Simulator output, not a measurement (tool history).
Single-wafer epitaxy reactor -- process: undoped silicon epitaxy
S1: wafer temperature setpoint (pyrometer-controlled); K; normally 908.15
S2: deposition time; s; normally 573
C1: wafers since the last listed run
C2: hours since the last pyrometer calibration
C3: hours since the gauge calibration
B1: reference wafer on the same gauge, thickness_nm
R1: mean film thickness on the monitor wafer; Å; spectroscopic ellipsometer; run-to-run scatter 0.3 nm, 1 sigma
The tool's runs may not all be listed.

run,hour,S1,S2,C1,C2,C3,B1,R1
1,0.0,908.15,573,0,1264.7,462.3,75.361,626.60
2,18.2,908.15,573,50,1282.9,480.5,75.395,628.37
3,48.6,908.15,573,83,1313.3,510.9,75.537,632.58
4,84.2,908.15,573,98,1348.9,546.5,75.538,630.23
5,105.9,908.15,573,59,1370.6,568.2,75.656,635.90
6,137.4,908.15,573,86,1402.1,599.7,75.566,629.24
7,157.4,908.15,573,55,1422.1,619.7,75.582,631.08
8,185.0,908.15,573,76,1449.7,647.3,75.656,629.18
9,197.9,908.15,573,35,1462.6,660.2,75.681,632.41
10,210.0,898.15,507,33,1474.7,672.3,75.740,430.42
11,234.7,898.15,507,68,1499.4,697.0,75.655,433.79
12,260.7,912.15,641,71,1525.4,723.0,75.776,780.25
13,283.3,912.15,641,62,1548.0,745.6,75.723,781.24
14,307.1,908.15,615,65,1571.8,769.4,75.795,685.01
15,330.3,919.15,573,64,1595.0,792.6,75.811,843.01
16,348.3,899.15,621,49,1613.0,810.6,75.776,541.21
17,379.5,898.15,507,86,1644.2,841.8,75.793,432.43
# hour 391.2: pyrometer calibrated
18,397.0,908.15,573,26,5.8,859.3,75.803,629.01
19,411.0,908.15,683,38,19.8,873.3,75.830,753.68
20,435.3,918.15,573,67,44.1,897.6,75.872,818.99
21,459.8,908.15,573,67,68.6,922.1,75.841,638.08
22,490.5,894.15,489,84,99.3,952.8,75.895,374.56
# hour 495.8: gauge calibrated
23,526.2,898.15,573,98,135.0,30.4,73.351,475.19
24,541.7,901.15,607,42,150.5,45.9,73.458,544.60
25,647.1,896.15,512,290,255.9,151.3,74.114,404.62
26,666.9,908.15,573,54,275.7,171.1,74.290,616.94
27,699.8,908.15,484,90,308.6,204.0,74.421,518.24
28,730.4,908.15,490,84,339.2,234.6,74.557,532.34
29,806.0,917.15,573,208,414.8,310.2,74.815,791.67

Give the tool's hidden conditions for every run:
wafer temperature above the value expected at the setpoint (K): 0, the same for each run
H1: gauge reads high (%)
run,H1
1,3.03
2,3.08
3,3.15
4,3.22
5,3.26
6,3.32
7,3.35
8,3.39
9,3.4
10,3.42
11,3.45
12,3.48
13,3.5
14,3.52
15,3.54
16,3.56
17,3.58
18,3.59
19,3.6
20,3.62
21,3.63
22,3.65
23,0.174
24,0.345
25,1.3
26,1.44
27,1.66
28,1.85
29,2.22
